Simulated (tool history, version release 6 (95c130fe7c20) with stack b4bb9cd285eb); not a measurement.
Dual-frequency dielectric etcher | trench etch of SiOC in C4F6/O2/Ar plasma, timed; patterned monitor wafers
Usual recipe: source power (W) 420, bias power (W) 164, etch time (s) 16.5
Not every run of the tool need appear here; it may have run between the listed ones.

run,hour,source power (W),bias power (W),etch time (s),wafers since the last listed run,hours since the last wet clean,hours since the last source power generator calibration,hours since the last bias power generator calibration,hours since the last upper electrode change,hours since the gauge calibration,"read-back reference wafer on the same gauge, depth_nm",mean etch depth across the wafer (angstrom)
1,0.0,420,164,16.5,0,130.7,2177.7,2274.3,2265.3,753.1,28.93,346.7
2,91.1,420,164,16.5,1435,221.8,2268.8,2365.4,2356.4,844.2,28.89,346.1
3,151.0,420,164,16.5,944,281.7,2328.7,2425.3,2416.3,904.1,28.82,343.2
4,225.1,420,164,19.5,1167,355.8,2402.8,2499.4,2490.4,978.2,28.75,406.5
5,266.3,420,193,16.5,649,397.0,2444.0,2540.6,2531.6,1019.4,28.75,356.7
# hour 455.8: source power generator calibrated
# hour 516.8: wet clean of the chamber
6,522.1,420,193,16.5,3590,5.3,66.3,2796.4,2787.4,1275.2,28.57,354.7
7,640.1,420,193,16.5,1859,123.3,184.3,2914.4,2905.4,1393.2,28.46,354.0
# hour 645.1: gauge calibrated
8,740.3,420,164,16.5,1579,223.5,284.5,3014.6,3005.6,95.2,29.24,350.4
9,801.6,420,164,16.5,966,284.8,345.8,3075.9,3066.9,156.5,29.22,347.3
10,879.0,420,164,16.5,1219,362.2,423.2,3153.3,3144.3,233.9,29.16,348.2
# hour 939.4: upper electrode replaced
11,939.9,420,164,16.5,581,423.1,484.1,3214.2,0.5,294.8,29.11,346.1
12,988.8,480,164,18.5,770,472.0,533.0,3263.1,49.4,343.7,29.07,412.2
13,1025.7,420,149,20.0,581,508.9,569.9,3300.0,86.3,380.6,29.07,411.8
14,1084.9,330,164,15.0,933,568.1,629.1,3359.2,145.5,439.8,29.02,284.6
# hour 1115.5: bias power generator calibrated
15,1144.9,420,164,16.5,882,628.1,689.1,29.4,205.5,499.8,28.95,346.9
# hour 1195.5: wet clean of the chamber
16,1241.2,420,164,16.5,1139,45.7,785.4,125.7,301.8,596.1,28.92,344.9
17,1333.8,390,149,16.5,1459,138.3,878.0,218.3,394.4,688.7,28.84,326.2
18,1411.1,390,149,16.5,1218,215.6,955.3,295.6,471.7,766.0,28.78,322.9
19,1516.1,420,131,15.0,1654,320.6,1060.3,400.6,576.7,871.0,28.70,295.4
20,1571.7,420,164,20.0,876,376.2,1115.9,456.2,632.3,926.6,28.70,413.9
21,1609.5,420,164,16.5,595,414.0,1153.7,494.0,670.1,964.4,28.63,340.6
22,1713.4,420,164,17.5,1637,517.9,1257.6,597.9,774.0,1068.3,28.55,360.8
23,1772.8,420,205,16.5,936,577.3,1317.0,657.3,833.4,1127.7,28.52,360.1
# hour 1859.4: wet clean of the chamber
24,1870.8,490,164,13.0,1166,11.4,1415.0,755.3,931.4,1225.7,28.45,286.2
25,1956.0,370,164,16.5,1342,96.6,1500.2,840.5,1016.6,1310.9,28.38,319.8
26,2050.4,350,164,16.5,1487,191.0,1594.6,934.9,1111.0,1405.3,28.32,312.6
# hour 2091.5: gauge calibrated
27,2141.9,380,175,13.5,1442,282.5,1686.1,1026.4,1202.5,50.4,29.30,278.6
28,2187.9,420,164,16.5,725,328.5,1732.1,1072.4,1248.5,96.4,29.30,350.2
29,2267.4,420,164,16.5,1253,408.0,1811.6,1151.9,1328.0,175.9,29.25,349.0
30,2372.0,360,137,18.0,1648,512.6,1916.2,1256.5,1432.6,280.5,29.15,339.2

Results for each run, recomputed without the tool's hidden state and with each run's random variation untouched:
The tool's hidden condition here consists of: etch rate over this chamber's usual, %; source power that arrives over what is set, %; bias power that arrives over what is set, %; gauge reads high (%).
run,mean etch depth across the wafer (angstrom)
1,352.4
2,352.6
3,350.2
4,415.5
5,364.9
6,365.2
7,365.5
8,352.1
9,349.5
10,351.1
11,349.5
12,416.7
13,416.7
14,288.4
15,352.0
16,350.8
17,332.6
18,329.8
19,302.6
20,424.5
21,349.6
22,371.4
23,371.2
24,295.7
25,331.1
26,324.4
27,279.5
28,351.8
29,351.2
30,342.2
